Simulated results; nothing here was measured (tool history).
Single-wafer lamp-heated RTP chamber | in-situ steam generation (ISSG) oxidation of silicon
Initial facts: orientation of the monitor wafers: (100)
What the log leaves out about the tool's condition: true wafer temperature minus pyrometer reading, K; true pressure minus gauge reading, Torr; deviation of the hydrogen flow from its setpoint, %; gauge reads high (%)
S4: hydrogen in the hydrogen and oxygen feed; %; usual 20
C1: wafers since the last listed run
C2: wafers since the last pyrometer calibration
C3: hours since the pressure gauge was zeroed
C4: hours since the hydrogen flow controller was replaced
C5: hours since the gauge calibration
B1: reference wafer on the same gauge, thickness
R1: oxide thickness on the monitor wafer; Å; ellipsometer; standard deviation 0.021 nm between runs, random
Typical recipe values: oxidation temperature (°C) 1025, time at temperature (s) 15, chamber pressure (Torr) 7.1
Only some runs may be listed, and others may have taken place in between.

run 1 hour=0 | oxidation_temperature_(°C)=1036 time_at_temperature_(s)=15 chamber_pressure_(Torr)=7.1 S4=20 | C1=0 C2=4791 C3=3898.2 C4=2557.3 C5=628.5 | B1=5.552 | R1=53.56
run 2 hour=31.7 | oxidation_temperature_(°C)=1036 time_at_temperature_(s)=15 chamber_pressure_(Torr)=7.1 S4=20 | C1=483 C2=5274 C3=3929.9 C4=2589 C5=660.2 | B1=5.552 | R1=53.42
run 3 hour=93.9 | oxidation_temperature_(°C)=1036 time_at_temperature_(s)=15 chamber_pressure_(Torr)=7.1 S4=20 | C1=948 C2=6223 C3=3992.1 C4=2651.2 C5=722.4 | B1=5.55 | R1=53.26
run 4 hour=154.4 | oxidation_temperature_(°C)=1011 time_at_temperature_(s)=15 chamber_pressure_(Torr)=7.1 S4=20 | C1=922 C2=7145 C3=4052.6 C4=2711.7 C5=782.9 | B1=5.552 | R1=47.96
-- hour=178.8 pyrometer window cleaned and pyrometer calibrated
run 5 hour=207 | oxidation_temperature_(°C)=1025 time_at_temperature_(s)=15 chamber_pressure_(Torr)=6.9 S4=20 | C1=679 C2=430 C3=4105.2 C4=2764.3 C5=835.5 | B1=5.549 | R1=49.2
run 6 hour=251 | oxidation_temperature_(°C)=1025 time_at_temperature_(s)=15 chamber_pressure_(Torr)=6.9 S4=20 | C1=670 C2=1101 C3=4149.2 C4=2808.3 C5=879.5 | B1=5.55 | R1=49.92
run 7 hour=292.5 | oxidation_temperature_(°C)=1012 time_at_temperature_(s)=15 chamber_pressure_(Torr)=7.1 S4=24 | C1=632 C2=1733 C3=4190.7 C4=2849.8 C5=921 | B1=5.551 | R1=49.56
run 8 hour=344.9 | oxidation_temperature_(°C)=1012 time_at_temperature_(s)=15 chamber_pressure_(Torr)=7.1 S4=24 | C1=798 C2=2532 C3=4243.1 C4=2902.2 C5=973.4 | B1=5.553 | R1=49.89
-- hour=415.8 hydrogen flow controller replaced
-- hour=481.7 pressure gauge zeroed
-- hour=487 gauge calibrated
run 9 hour=526.4 | oxidation_temperature_(°C)=1012 time_at_temperature_(s)=15 chamber_pressure_(Torr)=7.1 S4=24 | C1=2522 C2=5054 C3=44.7 C4=110.6 C5=39.4 | B1=5.551 | R1=50.56
run 10 hour=579.5 | oxidation_temperature_(°C)=1025 time_at_temperature_(s)=15 chamber_pressure_(Torr)=8.2 S4=26 | C1=809 C2=5864 C3=97.8 C4=163.7 C5=92.5 | B1=5.549 | R1=54.42
run 11 hour=607.2 | oxidation_temperature_(°C)=1025 time_at_temperature_(s)=15 chamber_pressure_(Torr)=8.2 S4=26 | C1=422 C2=6286 C3=125.5 C4=191.4 C5=120.2 | B1=5.554 | R1=54.29
-- hour=683.4 pyrometer window cleaned and pyrometer calibrated
run 12 hour=683.9 | oxidation_temperature_(°C)=1008 time_at_temperature_(s)=15 chamber_pressure_(Torr)=6.9 S4=20 | C1=1047 C2=8 C3=202.2 C4=268.1 C5=196.9 | B1=5.553 | R1=48
run 13 hour=746.8 | oxidation_temperature_(°C)=1019 time_at_temperature_(s)=19 chamber_pressure_(Torr)=6.9 S4=15 | C1=958 C2=967 C3=265.1 C4=331 C5=259.8 | B1=5.545 | R1=53.2
run 14 hour=818.8 | oxidation_temperature_(°C)=1020 time_at_temperature_(s)=13 chamber_pressure_(Torr)=6.9 S4=13 | C1=1097 C2=2064 C3=337.1 C4=403 C5=331.8 | B1=5.55 | R1=42.91
-- hour=834.7 pyrometer window cleaned and pyrometer calibrated, repeated, since the last time left the tool worse
run 15 hour=855.3 | oxidation_temperature_(°C)=1025 time_at_temperature_(s)=15 chamber_pressure_(Torr)=7.1 S4=20 | C1=434 C2=314 C3=373.6 C4=439.5 C5=368.3 | B1=5.546 | R1=49.54
run 16 hour=882.4 | oxidation_temperature_(°C)=1025 time_at_temperature_(s)=15 chamber_pressure_(Torr)=7.1 S4=17 | C1=413 C2=727 C3=400.7 C4=466.6 C5=395.4 | B1=5.55 | R1=48.05
run 17 hour=947.8 | oxidation_temperature_(°C)=1019 time_at_temperature_(s)=19 chamber_pressure_(Torr)=6.9 S4=15 | C1=996 C2=1724 C3=466.1 C4=532 C5=460.8 | B1=5.546 | R1=51.07
run 18 hour=1010.3 | oxidation_temperature_(°C)=1025 time_at_temperature_(s)=15 chamber_pressure_(Torr)=7.1 S4=20 | C1=952 C2=2676 C3=528.6 C4=594.5 C5=523.3 | B1=5.551 | R1=50.5
run 19 hour=1064.3 | oxidation_temperature_(°C)=1025 time_at_temperature_(s)=15 chamber_pressure_(Torr)=7.1 S4=27 | C1=823 C2=3500 C3=582.6 C4=648.5 C5=577.3 | B1=5.554 | R1=54.63
run 20 hour=1107.3 | oxidation_temperature_(°C)=1025 time_at_temperature_(s)=15 chamber_pressure_(Torr)=7.1 S4=20 | C1=655 C2=4155 C3=625.6 C4=691.5 C5=620.3 | B1=5.555 | R1=50.5
run 21 hour=1132.9 | oxidation_temperature_(°C)=1035 time_at_temperature_(s)=15 chamber_pressure_(Torr)=7.8 S4=20 | C1=390 C2=4545 C3=651.2 C4=717.1 C5=645.9 | B1=5.547 | R1=53.36
run 22 hour=1162.6 | oxidation_temperature_(°C)=1040 time_at_temperature_(s)=20 chamber_pressure_(Torr)=7.1 S4=29 | C1=452 C2=4998 C3=680.9 C4=746.8 C5=675.6 | B1=5.549 | R1=69.5
run 23 hour=1223.9 | oxidation_temperature_(°C)=1025 time_at_temperature_(s)=18 chamber_pressure_(Torr)=8.3 S4=17 | C1=934 C2=5932 C3=742.2 C4=808.1 C5=736.9 | B1=5.55 | R1=53.31

What if the next run were any one of these 4? Each begins from the tool's condition after run 23:
run A hour=1224.3 | oxidation_temperature_(°C)=1025 time_at_temperature_(s)=15 chamber_pressure_(Torr)=7.6 S4=20 | C1=6 C2=5938 C3=742.6 C4=808.5 C5=737.3 | B1=? | R1=?
run B hour=1224.3 | oxidation_temperature_(°C)=1025 time_at_temperature_(s)=15 chamber_pressure_(Torr)=8.6 S4=20 | C1=6 C2=5938 C3=742.6 C4=808.5 C5=737.3 | B1=? | R1=?
run C hour=1224.3 | oxidation_temperature_(°C)=1012 time_at_temperature_(s)=15 chamber_pressure_(Torr)=7.1 S4=20 | C1=6 C2=5938 C3=742.6 C4=808.5 C5=737.3 | B1=? | R1=?
run D hour=1224.3 | oxidation_temperature_(°C)=1025 time_at_temperature_(s)=9 chamber_pressure_(Torr)=7.1 S4=20 | C1=6 C2=5938 C3=742.6 C4=808.5 C5=737.3 | B1=? | R1=?

run=A B1=5.551 R1=50.89
run=B B1=5.551 R1=50.75
run=C B1=5.551 R1=47.93
run=D B1=5.551 R1=39.92
With the hidden condition removed and each run's random variation left untouched, the same runs would have given:
run=A R1=49.66
run=B R1=49.53
run=C R1=46.87
run=D R1=39.1
